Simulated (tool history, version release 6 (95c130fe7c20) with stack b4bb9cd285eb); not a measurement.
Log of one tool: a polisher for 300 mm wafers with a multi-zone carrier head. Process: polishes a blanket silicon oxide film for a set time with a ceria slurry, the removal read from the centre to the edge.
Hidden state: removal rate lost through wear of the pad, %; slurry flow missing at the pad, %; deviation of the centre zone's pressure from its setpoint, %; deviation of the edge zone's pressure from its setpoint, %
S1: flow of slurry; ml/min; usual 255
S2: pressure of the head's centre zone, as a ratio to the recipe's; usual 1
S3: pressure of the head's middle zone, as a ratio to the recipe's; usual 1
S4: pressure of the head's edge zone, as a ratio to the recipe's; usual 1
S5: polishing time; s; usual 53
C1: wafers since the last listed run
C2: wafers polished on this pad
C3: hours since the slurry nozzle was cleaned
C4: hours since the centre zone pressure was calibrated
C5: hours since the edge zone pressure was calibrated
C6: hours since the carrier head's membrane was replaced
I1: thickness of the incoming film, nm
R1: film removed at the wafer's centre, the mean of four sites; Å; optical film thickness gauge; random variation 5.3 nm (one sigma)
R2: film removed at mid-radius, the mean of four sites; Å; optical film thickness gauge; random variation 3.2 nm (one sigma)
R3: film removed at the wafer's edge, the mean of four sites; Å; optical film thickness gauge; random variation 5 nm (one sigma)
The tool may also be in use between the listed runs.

run,hour,S1,S2,S3,S4,S5,C1,C2,C3,C4,C5,C6,I1,R1,R2,R3
1,0,255,1,1,0.94,53,0,460,172.3,1532.9,1298.8,468,1118.8,3338,3886,3696
2,17,255,1,1,0.94,53,212,672,189.3,1549.9,1315.8,485,1106.8,3360,3878,3664
3,39.4,255,1,1,1,53,279,952,211.7,1572.3,1338.2,507.4,1104.8,3473,3902,3770
# hour 60.3: carrier head's membrane replaced by a new one
4,72.6,255,1,1,1,53,351,1304,244.9,1605.5,1371.4,12.3,1110.2,3441,3882,3882
# hour 89: centre zone pressure recalibrated
5,90.9,280,1,1,1,53,203,1507,263.2,1.9,1389.7,30.6,1109.8,3866,3896,3825
6,117.2,280,1,1,1,53,328,1836,289.5,28.2,1416,56.9,1090.9,3688,3886,3858
# hour 129.6: edge zone pressure recalibrated
# hour 131.2: worn pad replaced by a new one
7,152.9,280,1,1,1,53,400,270,325.2,63.9,23.3,92.6,1110.2,3666,3897,3904
8,168.4,255,0.95,1.07,1.11,45,193,463,340.7,79.4,38.8,108.1,1101.3,3117,3466,3437
9,204.4,255,1,1,1,53,449,912,376.7,115.4,74.8,144.1,1087.9,3734,3856,3808
10,223,255,1,1,0.95,53,232,1145,395.3,134,93.4,162.7,1102.8,3704,3842,3779
11,256.1,255,1.04,1,1.08,53,413,1558,428.4,167.1,126.5,195.8,1106.2,3763,3867,3939
12,276.5,255,1,1,1,47,254,1812,448.8,187.5,146.9,216.2,1087.9,3192,3386,3371
# hour 288.5: worn pad replaced by a new one
13,295.9,255,1.12,1,1,53,192,92,468.2,206.9,166.3,235.6,1115.4,4025,3896,3809
14,328.1,255,1,1,1,46,401,494,500.4,239.1,198.5,267.8,1089.2,3154,3355,3279
# hour 330.7: slurry nozzle cleaned
15,355.2,255,1,1,0.91,53,325,819,24.5,266.2,225.6,294.9,1097.6,3640,3852,3698
16,386.1,255,1,1.04,1,53,385,1205,55.4,297.1,256.5,325.8,1103.7,3581,3997,3926
17,415.9,230,1,1,1,53,371,1577,85.2,326.9,286.3,355.6,1112.9,3552,3765,3853
18,436.4,255,1,1,1,53,255,1833,105.7,347.4,306.8,376.1,1091,3640,3887,3816
# hour 451.1: worn pad replaced by a new one
19,451.6,200,1,0.92,1,53,139,6,120.9,362.6,322,391.3,1109,3491,3528,3725
20,461.6,195,1,1.09,1,53,124,131,130.9,372.6,332,401.3,1094.2,3488,4044,3644
21,483.9,255,1.11,0.94,1.08,69,278,409,153.2,394.9,354.3,423.6,1114.6,4979,4843,5103
22,503,255,1,1,1.1,53,238,648,172.3,414,373.4,442.7,1108.4,3547,3855,3998
23,529,255,1,1,1,67,324,972,198.3,440,399.4,468.7,1107.7,4404,4887,4816

The tool's hidden state at each run:
removal rate lost through wear of the pad, %: 0 in every run
slurry flow missing at the pad, %: 0 in every run
deviation of the edge zone's pressure from its setpoint, %: 0 in every run
H1: deviation of the centre zone's pressure from its setpoint, %
run,H1
1,-13.7
2,-13.7
3,-13.7
4,-13.8
5,-1.8
6,-2.45
7,-3.28
8,-3.62
9,-4.37
10,-4.74
11,-5.36
12,-5.73
13,-6.06
14,-6.58
15,-7
16,-7.44
17,-7.85
18,-8.11
19,-8.3
20,-8.42
21,-8.68
22,-8.9
23,-9.18

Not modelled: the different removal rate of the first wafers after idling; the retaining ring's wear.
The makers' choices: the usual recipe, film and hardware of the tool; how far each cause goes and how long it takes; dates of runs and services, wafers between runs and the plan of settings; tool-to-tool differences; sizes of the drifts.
